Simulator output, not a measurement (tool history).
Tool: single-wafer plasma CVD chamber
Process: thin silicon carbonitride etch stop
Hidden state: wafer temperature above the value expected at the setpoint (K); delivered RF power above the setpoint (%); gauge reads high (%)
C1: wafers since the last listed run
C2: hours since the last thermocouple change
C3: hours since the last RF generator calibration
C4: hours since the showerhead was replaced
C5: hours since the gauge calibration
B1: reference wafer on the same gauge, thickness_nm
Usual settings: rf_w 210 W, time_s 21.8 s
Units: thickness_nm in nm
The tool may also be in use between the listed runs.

run 1 day=0.000 | rf_w=200 time_s=21.8 | C1=0 C2=1504.0 C3=1607.2 C4=5024.7 C5=132.8 | B1=9.136 | thickness_nm=10.933
run 2 day=0.504 | rf_w=200 time_s=21.8 | C1=183 C2=1516.1 C3=1619.3 C4=5036.8 C5=144.9 | B1=9.153 | thickness_nm=10.939
run 3 day=0.967 | rf_w=195 time_s=21.8 | C1=168 C2=1527.2 C3=1630.4 C4=5047.9 C5=156.0 | B1=9.145 | thickness_nm=10.816
run 4 day=1.462 | rf_w=195 time_s=21.8 | C1=180 C2=1539.1 C3=1642.3 C4=5059.8 C5=167.9 | B1=9.158 | thickness_nm=10.824
run 5 day=1.758 | rf_w=240 time_s=21.8 | C1=107 C2=1546.2 C3=1649.4 C4=5066.9 C5=175.0 | B1=9.152 | thickness_nm=12.034
-- day=2.467 thermocouple changed; heater temperature recalibrated
run 6 day=2.488 | rf_w=240 time_s=21.8 | C1=143 C2=0.5 C3=1666.9 C4=5084.4 C5=192.5 | B1=9.170 | thickness_nm=12.047
run 7 day=2.617 | rf_w=240 time_s=21.8 | C1=46 C2=3.6 C3=1670.0 C4=5087.5 C5=195.6 | B1=9.174 | thickness_nm=12.010
-- day=3.008 gauge calibrated
run 8 day=3.096 | rf_w=230 time_s=23.1 | C1=174 C2=15.1 C3=1681.5 C4=5099.0 C5=2.1 | B1=9.094 | thickness_nm=12.373

Forecast run 9:
run 9 day=3.408 | rf_w=210 time_s=21.8 | C1=113 C2=22.6 C3=1689.0 C4=5106.5 C5=9.6 | B1=? | thickness_nm=?

B1: 9.094
thickness_nm: 11.201 nm
Without the tool's hidden state the same run would have given thickness_nm 11.206 nm.
